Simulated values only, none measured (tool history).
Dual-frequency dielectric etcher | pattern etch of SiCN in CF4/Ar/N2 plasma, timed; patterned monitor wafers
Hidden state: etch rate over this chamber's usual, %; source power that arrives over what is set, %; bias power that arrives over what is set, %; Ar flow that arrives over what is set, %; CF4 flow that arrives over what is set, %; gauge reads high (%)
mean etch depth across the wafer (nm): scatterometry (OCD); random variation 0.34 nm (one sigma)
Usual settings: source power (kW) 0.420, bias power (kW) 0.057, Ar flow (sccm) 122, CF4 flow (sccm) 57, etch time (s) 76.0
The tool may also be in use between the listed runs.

run	day	source power (kW)	bias power (kW)	Ar flow (sccm)	CF4 flow (sccm)	etch time (s)	wafers since the last listed run	hours since the last wet clean	hours since the last source power generator calibration	hours since the last bias power generator calibration	hours since the last Ar flow controller change	hours since the last CF4 flow controller change	hours since the last upper electrode change	hours since the gauge calibration	read-back reference wafer on the same gauge, depth_nm	mean etch depth across the wafer (nm)
1	0.000	0.420	0.048	152	57	76.0	0	108.6	4474.1	435.3	594.9	152.5	601.7	2205.7	55.6	52.0
2	1.325	0.420	0.057	122	63	76.0	267	140.4	4505.9	467.1	626.7	184.3	633.5	2237.5	55.6	61.4
3	4.112	0.420	0.057	142	57	65.0	563	207.3	4572.8	534.0	693.6	251.2	700.4	2304.4	55.6	49.0
4	6.862	0.420	0.069	138	57	76.0	555	273.3	4638.8	600.0	759.6	317.2	766.4	2370.4	55.7	64.4
5	8.254	0.420	0.057	122	57	93.5	281	306.7	4672.2	633.4	793.0	350.6	799.8	2403.8	55.6	73.7
# day 8.358: gauge calibrated
6	9.725	0.420	0.048	114	57	76.0	297	342.0	4707.5	668.7	828.3	385.9	835.1	32.8	55.6	56.4
7	11.096	0.420	0.057	122	57	76.0	277	374.9	4740.4	701.6	861.2	418.8	868.0	65.7	55.6	60.6
8	13.308	0.420	0.057	122	57	76.0	447	428.0	4793.5	754.7	914.3	471.9	921.1	118.8	55.6	60.3
# day 15.083: wet clean of the chamber
9	15.596	0.420	0.061	144	57	76.0	260	12.3	4848.4	809.6	969.2	526.8	976.0	173.7	55.7	59.4
10	16.667	0.420	0.057	122	57	54.0	216	38.0	4874.1	835.3	994.9	552.5	1001.7	199.4	55.6	42.3
11	19.183	0.420	0.057	122	57	76.0	508	98.4	4934.5	895.7	1055.3	612.9	1062.1	259.8	55.7	60.1
# day 22.554: source power generator calibrated
12	25.979	0.470	0.071	99	45	76.0	1340	261.5	82.2	1058.8	1218.4	776.0	1225.2	422.9	55.6	75.2

The next listed run, before its measurement:
13	28.408	0.370	0.065	122	57	99.0	491	319.8	140.5	1117.1	1276.7	834.3	1283.5	481.2	?	?

read-back reference wafer on the same gauge, depth_nm: 55.6
mean etch depth across the wafer (nm): 66.3
Without the tool's hidden state the same run would have given mean etch depth across the wafer (nm) 66.2.
